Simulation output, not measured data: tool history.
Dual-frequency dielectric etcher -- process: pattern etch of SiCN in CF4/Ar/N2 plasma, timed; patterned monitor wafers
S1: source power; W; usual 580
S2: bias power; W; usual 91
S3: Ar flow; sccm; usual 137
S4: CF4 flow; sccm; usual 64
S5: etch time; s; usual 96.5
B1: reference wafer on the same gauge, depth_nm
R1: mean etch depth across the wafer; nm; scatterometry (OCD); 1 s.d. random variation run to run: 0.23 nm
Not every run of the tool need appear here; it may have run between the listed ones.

{"run": 1, "day": 0.0, "S1": 580, "S2": 91, "S3": 137, "S4": 64, "S5": 82.5, "B1": 89, "R1": 85.6}
{"day": 2.646, "done": "bias power generator calibrated"}
{"run": 2, "day": 4.417, "S1": 580, "S2": 91, "S3": 137, "S4": 64, "S5": 82.5, "B1": 89, "R1": 85.5}
{"run": 3, "day": 5.942, "S1": 580, "S2": 91, "S3": 137, "S4": 64, "S5": 96.5, "B1": 89, "R1": 100.2}
{"day": 7.829, "done": "CF4 flow controller replaced"}
{"day": 8.508, "done": "wet clean of the chamber"}
{"run": 4, "day": 8.529, "S1": 580, "S2": 91, "S3": 137, "S4": 64, "S5": 96.5, "B1": 89, "R1": 99.9}
{"day": 8.812, "done": "source power generator calibrated"}
{"run": 5, "day": 11.275, "S1": 580, "S2": 91, "S3": 137, "S4": 64, "S5": 96.5, "B1": 89, "R1": 99.4}
{"run": 6, "day": 14.575, "S1": 580, "S2": 91, "S3": 137, "S4": 57, "S5": 96.5, "B1": 89, "R1": 98.3}
{"run": 7, "day": 17.942, "S1": 580, "S2": 103, "S3": 137, "S4": 64, "S5": 96.5, "B1": 89, "R1": 106.2}
{"day": 20.617, "done": "source power generator calibrated, repeated, since the last time left the tool worse"}
{"day": 21.4, "done": "upper electrode replaced"}
{"run": 8, "day": 21.421, "S1": 580, "S2": 91, "S3": 137, "S4": 64, "S5": 116.5, "B1": 89, "R1": 123.2}
{"day": 24.521, "done": "wet clean of the chamber"}
{"run": 9, "day": 24.542, "S1": 500, "S2": 70, "S3": 137, "S4": 77, "S5": 104, "B1": 89, "R1": 89.4}
{"run": 10, "day": 26.658, "S1": 580, "S2": 91, "S3": 137, "S4": 64, "S5": 96.5, "B1": 89, "R1": 102.5}
{"run": 11, "day": 29.388, "S1": 580, "S2": 91, "S3": 137, "S4": 64, "S5": 96.5, "B1": 89, "R1": 102.1}
{"run": 12, "day": 32.338, "S1": 580, "S2": 91, "S3": 105, "S4": 64, "S5": 96.5, "B1": 89, "R1": 106}
{"run": 13, "day": 35.667, "S1": 510, "S2": 91, "S3": 149, "S4": 64, "S5": 88.5, "B1": 89, "R1": 87}
{"run": 14, "day": 38.275, "S1": 580, "S2": 91, "S3": 119, "S4": 64, "S5": 96.5, "B1": 89, "R1": 104.2}
{"day": 41.579, "done": "wet clean of the chamber"}
{"run": 15, "day": 42.25, "S1": 580, "S2": 91, "S3": 118, "S4": 64, "S5": 96.5, "B1": 89, "R1": 104.7}
{"run": 16, "day": 43.958, "S1": 580, "S2": 71, "S3": 150, "S4": 64, "S5": 96.5, "B1": 89, "R1": 86.8}
{"run": 17, "day": 48.221, "S1": 580, "S2": 91, "S3": 159, "S4": 64, "S5": 96.5, "B1": 89, "R1": 100.4}
{"run": 18, "day": 52.333, "S1": 480, "S2": 91, "S3": 152, "S4": 64, "S5": 96.5, "B1": 89, "R1": 92.3}
{"run": 19, "day": 54.138, "S1": 450, "S2": 91, "S3": 137, "S4": 64, "S5": 96.5, "B1": 89, "R1": 90.7}
{"day": 58.158, "done": "wet clean of the chamber"}
{"run": 20, "day": 58.179, "S1": 580, "S2": 91, "S3": 137, "S4": 64, "S5": 96.5, "B1": 89, "R1": 102.4}

Alternative continuations, all from the tool just after run 20; predict every row:
{"run": "A", "day": 58.196, "S1": 580, "S2": 91, "S3": 137, "S4": 64, "S5": 96.5, "B1": "?", "R1": "?"}
{"run": "B", "day": 58.196, "S1": 660, "S2": 108, "S3": 161, "S4": 64, "S5": 125.5, "B1": "?", "R1": "?"}
{"run": "C", "day": 58.196, "S1": 450, "S2": 91, "S3": 114, "S4": 64, "S5": 96.5, "B1": "?", "R1": "?"}
{"run": "D", "day": 58.196, "S1": 510, "S2": 111, "S3": 137, "S4": 73, "S5": 121, "B1": "?", "R1": "?"}
{"run": "E", "day": 58.196, "S1": 580, "S2": 76, "S3": 152, "S4": 64, "S5": 86, "B1": "?", "R1": "?"}

run=A B1=89 R1=102.3
run=B B1=89 R1=153.7
run=C B1=89 R1=92.9
run=D B1=89 R1=136.7
run=E B1=89 R1=80.5
What these runs would have given with no unlogged condition in the tool:
run=A R1=102.4
run=B R1=153.9
run=C R1=93.1
run=D R1=136.8
run=E R1=80.6
